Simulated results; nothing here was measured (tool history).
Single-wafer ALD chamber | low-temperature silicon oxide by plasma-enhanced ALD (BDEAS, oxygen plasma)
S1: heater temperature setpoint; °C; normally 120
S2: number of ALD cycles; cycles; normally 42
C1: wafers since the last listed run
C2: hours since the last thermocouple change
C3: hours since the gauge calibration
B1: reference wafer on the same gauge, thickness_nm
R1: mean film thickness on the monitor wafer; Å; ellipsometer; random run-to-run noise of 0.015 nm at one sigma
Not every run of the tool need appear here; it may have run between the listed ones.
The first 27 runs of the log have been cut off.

{"run": 28, "hour": 2567.7, "S1": 120, "S2": 42, "C1": 770, "C2": 615.5, "C3": 1045.9, "B1": 4.981, "R1": 58.67}
{"run": 29, "hour": 2656.1, "S1": 120, "S2": 42, "C1": 692, "C2": 703.9, "C3": 1134.3, "B1": 4.993, "R1": 58.73}
{"run": 30, "hour": 2727.1, "S1": 128, "S2": 45, "C1": 556, "C2": 774.9, "C3": 1205.3, "B1": 4.991, "R1": 62.16}
{"run": 31, "hour": 2798.7, "S1": 120, "S2": 42, "C1": 561, "C2": 846.5, "C3": 1276.9, "B1": 4.989, "R1": 58.57}
{"run": 32, "hour": 2842.1, "S1": 116, "S2": 39, "C1": 340, "C2": 889.9, "C3": 1320.3, "B1": 4.99, "R1": 54.93}
{"run": 33, "hour": 2879.5, "S1": 120, "S2": 42, "C1": 293, "C2": 927.3, "C3": 1357.7, "B1": 4.996, "R1": 58.66}
{"run": 34, "hour": 2933.3, "S1": 110, "S2": 37, "C1": 421, "C2": 981.1, "C3": 1411.5, "B1": 4.989, "R1": 52.6}
{"run": 35, "hour": 2980.6, "S1": 115, "S2": 42, "C1": 370, "C2": 1028.4, "C3": 1458.8, "B1": 4.99, "R1": 59.03}

Here are 3 independent what-if runs from the current tool condition. What would each one return?
{"run": "A", "hour": 2981.1, "S1": 120, "S2": 42, "C1": 3, "C2": 1028.9, "C3": 1459.3, "B1": "?", "R1": "?"}
{"run": "B", "hour": 2981.1, "S1": 120, "S2": 49, "C1": 3, "C2": 1028.9, "C3": 1459.3, "B1": "?", "R1": "?"}
{"run": "C", "hour": 2981.1, "S1": 128, "S2": 35, "C1": 3, "C2": 1028.9, "C3": 1459.3, "B1": "?", "R1": "?"}

run=A B1=4.991 R1=58.85
run=B B1=4.991 R1=68.66
run=C B1=4.991 R1=48.4
Without the tool's unlogged condition, the same runs would have read:
run=A R1=59.02
run=B R1=68.85
run=C R1=48.53

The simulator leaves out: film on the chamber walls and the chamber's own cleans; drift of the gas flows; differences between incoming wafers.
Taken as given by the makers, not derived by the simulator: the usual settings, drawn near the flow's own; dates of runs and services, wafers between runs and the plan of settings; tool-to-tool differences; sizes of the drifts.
